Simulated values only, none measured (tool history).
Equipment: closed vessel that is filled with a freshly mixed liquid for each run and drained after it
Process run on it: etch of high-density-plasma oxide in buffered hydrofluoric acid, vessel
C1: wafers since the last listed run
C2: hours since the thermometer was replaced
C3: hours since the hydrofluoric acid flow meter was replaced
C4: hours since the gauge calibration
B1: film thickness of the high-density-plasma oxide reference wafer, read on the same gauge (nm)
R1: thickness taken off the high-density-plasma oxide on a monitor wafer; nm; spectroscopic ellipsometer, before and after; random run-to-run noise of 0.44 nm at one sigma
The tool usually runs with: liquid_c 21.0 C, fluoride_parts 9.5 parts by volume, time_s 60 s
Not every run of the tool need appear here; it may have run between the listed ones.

{"run": 1, "hour": 0.0, "liquid_c": 21.0, "fluoride_parts": 9.5, "time_s": 60, "C1": 0, "C2": 1209.9, "C3": 920.5, "C4": 135.2, "B1": 119.95, "R1": 53.09}
{"run": 2, "hour": 10.8, "liquid_c": 21.0, "fluoride_parts": 9.5, "time_s": 60, "C1": 802, "C2": 1220.7, "C3": 931.3, "C4": 146.0, "B1": 119.98, "R1": 53.07}
{"run": 3, "hour": 26.7, "liquid_c": 21.0, "fluoride_parts": 9.5, "time_s": 60, "C1": 1181, "C2": 1236.6, "C3": 947.2, "C4": 161.9, "B1": 120.0, "R1": 52.66}
{"run": 4, "hour": 43.7, "liquid_c": 21.0, "fluoride_parts": 9.5, "time_s": 60, "C1": 1263, "C2": 1253.6, "C3": 964.2, "C4": 178.9, "B1": 120.0, "R1": 52.33}
{"run": 5, "hour": 52.6, "liquid_c": 21.0, "fluoride_parts": 9.5, "time_s": 60, "C1": 661, "C2": 1262.5, "C3": 973.1, "C4": 187.8, "B1": 120.01, "R1": 53.1}
{"run": 6, "hour": 60.4, "liquid_c": 21.0, "fluoride_parts": 9.5, "time_s": 60, "C1": 579, "C2": 1270.3, "C3": 980.9, "C4": 195.6, "B1": 120.01, "R1": 51.49}
{"run": 7, "hour": 68.8, "liquid_c": 21.0, "fluoride_parts": 9.5, "time_s": 60, "C1": 624, "C2": 1278.7, "C3": 989.3, "C4": 204.0, "B1": 119.99, "R1": 52.53}
{"run": 8, "hour": 75.5, "liquid_c": 21.0, "fluoride_parts": 9.5, "time_s": 60, "C1": 497, "C2": 1285.4, "C3": 996.0, "C4": 210.7, "B1": 120.03, "R1": 52.1}
{"run": 9, "hour": 82.4, "liquid_c": 21.0, "fluoride_parts": 7.5, "time_s": 60, "C1": 512, "C2": 1292.3, "C3": 1002.9, "C4": 217.6, "B1": 119.98, "R1": 65.21}
{"run": 10, "hour": 99.3, "liquid_c": 21.0, "fluoride_parts": 7.5, "time_s": 60, "C1": 1256, "C2": 1309.2, "C3": 1019.8, "C4": 234.5, "B1": 120.01, "R1": 64.99}
{"run": 11, "hour": 113.8, "liquid_c": 21.0, "fluoride_parts": 9.5, "time_s": 60, "C1": 1077, "C2": 1323.7, "C3": 1034.3, "C4": 249.0, "B1": 120.0, "R1": 52.07}
{"run": 12, "hour": 121.1, "liquid_c": 21.0, "fluoride_parts": 9.5, "time_s": 60, "C1": 542, "C2": 1331.0, "C3": 1041.6, "C4": 256.3, "B1": 119.98, "R1": 52.05}
{"run": 13, "hour": 133.1, "liquid_c": 21.0, "fluoride_parts": 9.5, "time_s": 60, "C1": 891, "C2": 1343.0, "C3": 1053.6, "C4": 268.3, "B1": 119.99, "R1": 52.09}
{"hour": 133.5, "done": "gauge calibrated"}
{"run": 14, "hour": 145.5, "liquid_c": 21.0, "fluoride_parts": 9.5, "time_s": 60, "C1": 921, "C2": 1355.4, "C3": 1066.0, "C4": 12.0, "B1": 119.98, "R1": 52.31}
{"hour": 148.7, "done": "hydrofluoric acid flow meter replaced"}
{"run": 15, "hour": 161.9, "liquid_c": 21.0, "fluoride_parts": 9.5, "time_s": 60, "C1": 1144, "C2": 1371.8, "C3": 13.2, "C4": 28.4, "B1": 120.02, "R1": 51.52}
{"run": 16, "hour": 172.2, "liquid_c": 17.0, "fluoride_parts": 9.5, "time_s": 60, "C1": 765, "C2": 1382.1, "C3": 23.5, "C4": 38.7, "B1": 119.97, "R1": 40.66}
{"hour": 202.6, "done": "thermometer replaced"}
{"run": 17, "hour": 216.0, "liquid_c": 22.5, "fluoride_parts": 9.5, "time_s": 30, "C1": 3181, "C2": 13.4, "C3": 67.3, "C4": 82.5, "B1": 120.01, "R1": 32.83}
{"run": 18, "hour": 227.9, "liquid_c": 17.0, "fluoride_parts": 13.0, "time_s": 60, "C1": 884, "C2": 25.3, "C3": 79.2, "C4": 94.4, "B1": 120.01, "R1": 36.09}
{"run": 19, "hour": 234.9, "liquid_c": 18.5, "fluoride_parts": 9.5, "time_s": 60, "C1": 520, "C2": 32.3, "C3": 86.2, "C4": 101.4, "B1": 119.99, "R1": 51.85}
{"run": 20, "hour": 247.3, "liquid_c": 17.5, "fluoride_parts": 11.5, "time_s": 35, "C1": 921, "C2": 44.7, "C3": 98.6, "C4": 113.8, "B1": 120.0, "R1": 24.36}
{"run": 21, "hour": 264.0, "liquid_c": 23.0, "fluoride_parts": 9.5, "time_s": 60, "C1": 1241, "C2": 61.4, "C3": 115.3, "C4": 130.5, "B1": 119.98, "R1": 67.56}
{"run": 22, "hour": 273.6, "liquid_c": 19.5, "fluoride_parts": 5.5, "time_s": 60, "C1": 713, "C2": 71.0, "C3": 124.9, "C4": 140.1, "B1": 120.0, "R1": 92.31}
{"run": 23, "hour": 283.2, "liquid_c": 21.0, "fluoride_parts": 9.5, "time_s": 60, "C1": 713, "C2": 80.6, "C3": 134.5, "C4": 149.7, "B1": 120.01, "R1": 59.85}
{"run": 24, "hour": 297.0, "liquid_c": 19.0, "fluoride_parts": 9.5, "time_s": 70, "C1": 1025, "C2": 94.4, "C3": 148.3, "C4": 163.5, "B1": 120.03, "R1": 62.16}
{"run": 25, "hour": 340.7, "liquid_c": 21.0, "fluoride_parts": 9.5, "time_s": 60, "C1": 3247, "C2": 138.1, "C3": 192.0, "C4": 207.2, "B1": 119.98, "R1": 60.28}
{"run": 26, "hour": 351.1, "liquid_c": 21.0, "fluoride_parts": 9.5, "time_s": 60, "C1": 772, "C2": 148.5, "C3": 202.4, "C4": 217.6, "B1": 119.97, "R1": 59.75}
{"run": 27, "hour": 360.2, "liquid_c": 21.0, "fluoride_parts": 9.5, "time_s": 60, "C1": 676, "C2": 157.6, "C3": 211.5, "C4": 226.7, "B1": 120.02, "R1": 60.52}
{"run": 28, "hour": 371.7, "liquid_c": 21.0, "fluoride_parts": 9.5, "time_s": 45, "C1": 854, "C2": 169.1, "C3": 223.0, "C4": 238.2, "B1": 120.02, "R1": 44.92}
{"run": 29, "hour": 382.3, "liquid_c": 19.5, "fluoride_parts": 6.0, "time_s": 75, "C1": 787, "C2": 179.7, "C3": 233.6, "C4": 248.8, "B1": 120.01, "R1": 105.28}
{"run": 30, "hour": 390.3, "liquid_c": 23.0, "fluoride_parts": 12.5, "time_s": 60, "C1": 594, "C2": 187.7, "C3": 241.6, "C4": 256.8, "B1": 120.0, "R1": 51.68}
{"run": 31, "hour": 396.4, "liquid_c": 21.0, "fluoride_parts": 11.5, "time_s": 45, "C1": 453, "C2": 193.8, "C3": 247.7, "C4": 262.9, "B1": 119.98, "R1": 37.96}

Measured less the same run without the tool's hidden state. The same run-to-run variation is in both; the gauge's scatter may not be:
What the log doesn't record here: liquid colder than its thermometer reads (K); hydrofluoric acid flow above the setpoint (%); gauge reads high (%).
run=1 R1=-7.85
run=2 R1=-7.92
run=3 R1=-7.96
run=4 R1=-8.01
run=5 R1=-8.17
run=6 R1=-7.95
run=7 R1=-8.17
run=8 R1=-8.14
run=9 R1=-10.23
run=10 R1=-10.32
run=11 R1=-8.34
run=12 R1=-8.38
run=13 R1=-8.45
run=14 R1=-8.55
run=15 R1=-8.53
run=16 R1=-6.99
run=17 R1=-0.16
run=18 R1=-0.23
run=19 R1=-0.38
run=20 R1=-0.21
run=21 R1=-0.63
run=22 R1=-0.99
run=23 R1=-0.70
run=24 R1=-0.81
run=25 R1=-1.01
run=26 R1=-1.07
run=27 R1=-1.12
run=28 R1=-0.88
run=29 R1=-2.21
run=30 R1=-1.10
run=31 R1=-0.83

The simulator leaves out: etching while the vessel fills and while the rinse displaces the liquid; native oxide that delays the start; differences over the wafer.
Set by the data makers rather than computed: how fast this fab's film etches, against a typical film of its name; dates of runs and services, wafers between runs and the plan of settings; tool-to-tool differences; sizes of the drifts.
